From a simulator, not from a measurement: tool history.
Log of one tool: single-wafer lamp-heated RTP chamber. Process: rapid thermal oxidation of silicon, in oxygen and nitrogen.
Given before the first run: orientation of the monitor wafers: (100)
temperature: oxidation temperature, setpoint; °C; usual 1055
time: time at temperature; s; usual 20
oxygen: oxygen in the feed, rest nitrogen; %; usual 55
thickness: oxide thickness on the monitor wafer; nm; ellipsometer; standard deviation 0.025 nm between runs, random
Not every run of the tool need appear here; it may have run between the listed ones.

run   hour  temperature  time  oxygen  wafers since the last listed run  wafers since the last pyrometer calibration  hours since the oxygen flow controller was replaced  hours since the gauge calibration  read-back reference wafer on the same gauge, thickness  thickness
  1      0         1055    20      55                                 0                                         1882                                                 3788                              246.7                                                   4.252      4.653
  2   56.2         1055    20      55                               488                                         2370                                               3844.2                              302.9                                                   4.253       4.58
  3  132.2         1074    20      55                               660                                         3031                                               3920.2                              378.9                                                   4.255      5.241
  4  172.5         1055    20      55                               350                                         3381                                               3960.5                              419.2                                                   4.248      4.611
     218.9  -- gauge calibrated
  5  241.3         1055    20      55                               597                                         3978                                               4029.3                               22.4                                                   4.249      4.676
     302.5  -- oxygen flow controller replaced
  6  316.5         1055    20      55                               583                                         4562                                                   14                               97.6                                                   4.251      4.687
  7  381.3         1055    20      55                               563                                         5125                                                 78.8                              162.4                                                   4.249      4.671
  8  421.1         1068    15      55                               345                                         5471                                                118.6                              202.2                                                   4.247      4.556
  9    465         1081    15      75                               381                                         5852                                                162.5                              246.1                                                   4.249       5.53
 10  548.9         1069    20      47                               728                                         6581                                                246.4                                330                                                   4.249      4.874
     591.7  -- pyrometer window cleaned and pyrometer calibrated
 11  620.3         1055    20      45                               550                                          248                                                317.8                              401.4                                                    4.25      4.241
     695.7  -- gauge calibrated
 12  706.3         1055    20      55                               747                                          995                                                403.8                               10.6                                                   4.249      4.521
 13  792.9         1055    20      55                               752                                         1748                                                490.4                               97.2                                                   4.248      4.624
 14  844.9         1040    23      55                               451                                         2199                                                542.4                              149.2                                                   4.253      4.432
 15  900.2         1064    29      55                               480                                         2680                                                597.7                              204.5                                                   4.253      5.798

Consider 4 possible next runs. They are alternatives, not a sequence: every one starts from the tool as it was left by run 15. What does each give?
  A  900.6         1055    20      40                                 3                                         2683                                                598.1                              204.9                                                       ?          ?
  B  900.6         1074    15      65                                 3                                         2683                                                598.1                              204.9                                                       ?          ?
  C  900.6         1063    15      55                                 3                                         2683                                                598.1                              204.9                                                       ?          ?
  D  900.6         1028    13      55                                 3                                         2683                                                598.1                              204.9                                                       ?          ?

run  read-back reference wafer on the same gauge, thickness  thickness
  A                                                    4.25      4.215
  B                                                    4.25      4.994
  C                                                    4.25      4.402
  D                                                    4.25      3.376
What these runs would have given with no unlogged condition in the tool:
run  thickness
  A      4.047
  B      4.789
  C      4.224
  D      3.252
